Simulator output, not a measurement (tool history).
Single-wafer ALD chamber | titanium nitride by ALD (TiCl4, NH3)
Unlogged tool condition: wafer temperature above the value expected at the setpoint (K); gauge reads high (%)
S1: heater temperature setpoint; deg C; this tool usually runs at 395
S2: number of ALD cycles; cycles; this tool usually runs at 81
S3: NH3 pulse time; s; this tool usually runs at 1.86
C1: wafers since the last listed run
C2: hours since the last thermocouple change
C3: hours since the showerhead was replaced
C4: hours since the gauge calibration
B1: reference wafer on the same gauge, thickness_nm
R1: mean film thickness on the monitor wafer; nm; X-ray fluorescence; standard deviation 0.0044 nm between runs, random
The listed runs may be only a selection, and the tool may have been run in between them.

| run | hour | S1 | S2 | S3 | C1 | C2 | C3 | C4 | B1 | R1 |
|---|---|---|---|---|---|---|---|---|---|---|
| 1 | 0 | 395 | 81 | 1.86 | 0 | 1227.4 | 4331.3 | 570.7 | 1.901 | 1.764 |
|  | 79.8 | gauge calibrated |
| 2 | 86.9 | 395 | 81 | 1.86 | 300 | 1314.3 | 4418.2 | 7.1 | 1.899 | 1.77 |
| 3 | 159.8 | 395 | 81 | 1.86 | 252 | 1387.2 | 4491.1 | 80 | 1.901 | 1.767 |
| 4 | 221.7 | 395 | 81 | 2.12 | 214 | 1449.1 | 4553 | 141.9 | 1.901 | 1.778 |
| 5 | 278.2 | 395 | 81 | 2.12 | 195 | 1505.6 | 4609.5 | 198.4 | 1.9 | 1.783 |
|  | 343.5 | thermocouple changed; heater temperature recalibrated |
| 6 | 344 | 395 | 81 | 2.33 | 199 | 0.5 | 4675.3 | 264.2 | 1.9 | 1.787 |
|  | 395.1 | showerhead replaced |
| 7 | 435.7 | 395 | 89 | 1.86 | 289 | 92.2 | 40.6 | 355.9 | 1.9 | 1.936 |
| 8 | 533.2 | 403 | 92 | 1.86 | 337 | 189.7 | 138.1 | 453.4 | 1.899 | 2.013 |
| 9 | 590.7 | 386 | 92 | 1.86 | 198 | 247.2 | 195.6 | 510.9 | 1.903 | 1.986 |
|  | 641.8 | gauge calibrated |
| 10 | 689.4 | 384 | 81 | 1.54 | 341 | 345.9 | 294.3 | 47.6 | 1.899 | 1.706 |
| 11 | 750.3 | 395 | 81 | 1.86 | 210 | 406.8 | 355.2 | 108.5 | 1.899 | 1.767 |
| 12 | 842.9 | 391 | 81 | 2.54 | 320 | 499.4 | 447.8 | 201.1 | 1.901 | 1.789 |
| 13 | 926.5 | 395 | 81 | 1.86 | 289 | 583 | 531.4 | 284.7 | 1.9 | 1.763 |
| 14 | 1015.6 | 399 | 76 | 2.49 | 308 | 672.1 | 620.5 | 373.8 | 1.899 | 1.686 |
| 15 | 1091.6 | 395 | 81 | 1.86 | 262 | 748.1 | 696.5 | 449.8 | 1.899 | 1.76 |

Consider 5 possible next runs. They are alternatives, not a sequence: every one starts from the tool as it was left by run 15. What does each give?
| A | 1092.2 | 395 | 81 | 1.86 | 2 | 748.7 | 697.1 | 450.4 | ? | ? |
| B | 1092.2 | 401 | 95 | 2.53 | 2 | 748.7 | 697.1 | 450.4 | ? | ? |
| C | 1092.2 | 401 | 81 | 1.51 | 2 | 748.7 | 697.1 | 450.4 | ? | ? |
| D | 1092.2 | 395 | 71 | 1.86 | 2 | 748.7 | 697.1 | 450.4 | ? | ? |
| E | 1092.2 | 395 | 73 | 2.42 | 2 | 748.7 | 697.1 | 450.4 | ? | ? |

| run | B1 | R1 |
|---|---|---|
| A | 1.9 | 1.766 |
| B | 1.9 | 2.119 |
| C | 1.9 | 1.745 |
| D | 1.9 | 1.548 |
| E | 1.9 | 1.619 |
With no hidden state in the tool, these same runs would have given:
| run | R1 |
|---|---|
| A | 1.766 |
| B | 2.119 |
| C | 1.745 |
| D | 1.548 |
| E | 1.619 |
